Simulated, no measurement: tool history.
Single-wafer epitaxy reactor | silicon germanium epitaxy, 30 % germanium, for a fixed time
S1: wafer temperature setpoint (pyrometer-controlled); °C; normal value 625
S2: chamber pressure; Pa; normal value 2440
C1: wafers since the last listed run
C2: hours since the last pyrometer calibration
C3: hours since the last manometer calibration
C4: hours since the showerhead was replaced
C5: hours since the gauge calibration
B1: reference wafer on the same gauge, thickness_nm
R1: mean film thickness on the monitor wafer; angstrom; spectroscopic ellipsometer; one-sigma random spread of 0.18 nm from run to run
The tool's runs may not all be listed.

Run 1, hour 0.0: usual settings but S2 2893 Pa; C1 0; C2 1034.6; C3 27.1; C4 1701.8; C5 1451.3; B1 73.710. Result: R1 881.66 angstrom.
Run 2, hour 70.6: usual settings but S2 2893 Pa; C1 666; C2 1105.2; C3 97.7; C4 1772.4; C5 1521.9; B1 73.686. Result: R1 884.77 angstrom.
At hour 79.3: gauge calibrated.
Run 3, hour 165.0: usual settings but S2 2893 Pa; C1 890; C2 1199.6; C3 192.1; C4 1866.8; C5 85.7; B1 73.718. Result: R1 886.85 angstrom.
Run 4, hour 223.2: usual settings but S2 2693 Pa; C1 549; C2 1257.8; C3 250.3; C4 1925.0; C5 143.9; B1 73.703. Result: R1 867.67 angstrom.
Run 5, hour 304.9: usual settings but S2 2693 Pa; C1 770; C2 1339.5; C3 332.0; C4 2006.7; C5 225.6; B1 73.660. Result: R1 869.15 angstrom.
Run 6, hour 355.8: usual settings but S1 617 °C; C1 480; C2 1390.4; C3 382.9; C4 2057.6; C5 276.5; B1 73.633. Result: R1 746.15 angstrom.
At hour 384.8: pyrometer calibrated.
Run 7, hour 420.6: usual settings but S1 617 °C; C1 535; C2 35.8; C3 447.7; C4 2122.4; C5 341.3; B1 73.686. Result: R1 744.26 angstrom.
Run 8, hour 494.5: usual settings but S1 617 °C; C1 697; C2 109.7; C3 521.6; C4 2196.3; C5 415.2; B1 73.617. Result: R1 743.83 angstrom.
Run 9, hour 548.4: usual settings but S2 2600 Pa; C1 508; C2 163.6; C3 575.5; C4 2250.2; C5 469.1; B1 73.689. Result: R1 861.22 angstrom.
Run 10, hour 650.6: usual settings but S2 2600 Pa; C1 964; C2 265.8; C3 677.7; C4 2352.4; C5 571.3; B1 73.740. Result: R1 862.23 angstrom.
Run 11, hour 705.6: usual settings but S2 2600 Pa; C1 518; C2 320.8; C3 732.7; C4 2407.4; C5 626.3; B1 73.759. Result: R1 859.61 angstrom.
Run 12, hour 795.8: usual settings but S1 634 °C; C1 850; C2 411.0; C3 822.9; C4 2497.6; C5 716.5; B1 73.704. Result: R1 972.26 angstrom.
Run 13, hour 881.0: usual settings but S1 634 °C; C1 803; C2 496.2; C3 908.1; C4 2582.8; C5 801.7; B1 73.679. Result: R1 970.92 angstrom.
Run 14, hour 971.0: usual settings; C1 849; C2 586.2; C3 998.1; C4 2672.8; C5 891.7; B1 73.711. Result: R1 844.36 angstrom.
Run 15, hour 1067.2: usual settings; C1 907; C2 682.4; C3 1094.3; C4 2769.0; C5 987.9; B1 73.756. Result: R1 845.40 angstrom.
Run 16, hour 1106.7: usual settings; C1 372; C2 721.9; C3 1133.8; C4 2808.5; C5 1027.4; B1 73.673. Result: R1 845.37 angstrom.
Run 17, hour 1158.2: usual settings but S1 614 °C, S2 2773 Pa; C1 485; C2 773.4; C3 1185.3; C4 2860.0; C5 1078.9; B1 73.718. Result: R1 734.87 angstrom.
Run 18, hour 1255.9: usual settings; C1 921; C2 871.1; C3 1283.0; C4 2957.7; C5 1176.6; B1 73.729. Result: R1 843.09 angstrom.
Run 19, hour 1321.2: usual settings but S1 618 °C, S2 2986 Pa; C1 616; C2 936.4; C3 1348.3; C4 3023.0; C5 1241.9; B1 73.766. Result: R1 802.63 angstrom.
Run 20, hour 1383.7: usual settings but S1 614 °C, S2 2160 Pa; C1 589; C2 998.9; C3 1410.8; C4 3085.5; C5 1304.4; B1 73.631. Result: R1 688.68 angstrom.
Run 21, hour 1434.0: usual settings; C1 474; C2 1049.2; C3 1461.1; C4 3135.8; C5 1354.7; B1 73.701. Result: R1 848.39 angstrom.
At hour 1477.5: capacitance manometer re-zeroed and calibrated.
Run 22, hour 1512.3: usual settings; C1 663; C2 1127.5; C3 34.8; C4 3214.1; C5 1433.0; B1 73.687. Result: R1 845.18 angstrom.
Run 23, hour 1595.3: usual settings; C1 782; C2 1210.5; C3 117.8; C4 3297.1; C5 1516.0; B1 73.738. Result: R1 845.25 angstrom.
Run 24, hour 1662.3: usual settings but S1 629 °C, S2 2960 Pa; C1 632; C2 1277.5; C3 184.8; C4 3364.1; C5 1583.0; B1 73.686. Result: R1 948.78 angstrom.
At hour 1690.6: showerhead replaced.
At hour 1695.4: gauge calibrated.
At hour 1707.7: pyrometer calibrated.
Run 25, hour 1750.9: usual settings but S1 633 °C, S2 2026 Pa; C1 684; C2 43.2; C3 273.4; C4 60.3; C5 55.5; B1 73.731. Result: R1 910.13 angstrom.
Run 26, hour 2016.9: usual settings but S1 631 °C, S2 2120 Pa; C1 2509; C2 309.2; C3 539.4; C4 326.3; C5 321.5; B1 73.724. Result: R1 892.76 angstrom.
Run 27, hour 2091.0: usual settings but S1 613 °C; C1 699; C2 383.3; C3 613.5; C4 400.4; C5 395.6; B1 73.717. Result: R1 699.53 angstrom.
Run 28, hour 2179.7: usual settings but S1 619 °C, S2 2080 Pa; C1 836; C2 472.0; C3 702.2; C4 489.1; C5 484.3; B1 73.742. Result: R1 736.69 angstrom.
Run 29, hour 2243.3: usual settings but S1 615 °C, S2 2840 Pa; C1 599; C2 535.6; C3 765.8; C4 552.7; C5 547.9; B1 73.662. Result: R1 751.35 angstrom.
Run 30, hour 2283.8: usual settings but S1 617 °C, S2 1867 Pa; C1 382; C2 576.1; C3 806.3; C4 593.2; C5 588.4; B1 73.696. Result: R1 692.52 angstrom.

Hidden condition of the tool, last listed run before each entry between runs versus first listed run after:
Between runs 2 and 3: gauge calibrated (hour 79.3)
  no hidden state differs between the two runs
Between runs 6 and 7: pyrometer calibrated (hour 384.8)
  no hidden state differs between the two runs
Between runs 21 and 22: capacitance manometer re-zeroed and calibrated (hour 1477.5)
  no hidden state differs between the two runs
Between runs 24 and 25: showerhead replaced (hour 1690.6); gauge calibrated (hour 1695.4); pyrometer calibrated (hour 1707.7)
  no hidden state differs between the two runs

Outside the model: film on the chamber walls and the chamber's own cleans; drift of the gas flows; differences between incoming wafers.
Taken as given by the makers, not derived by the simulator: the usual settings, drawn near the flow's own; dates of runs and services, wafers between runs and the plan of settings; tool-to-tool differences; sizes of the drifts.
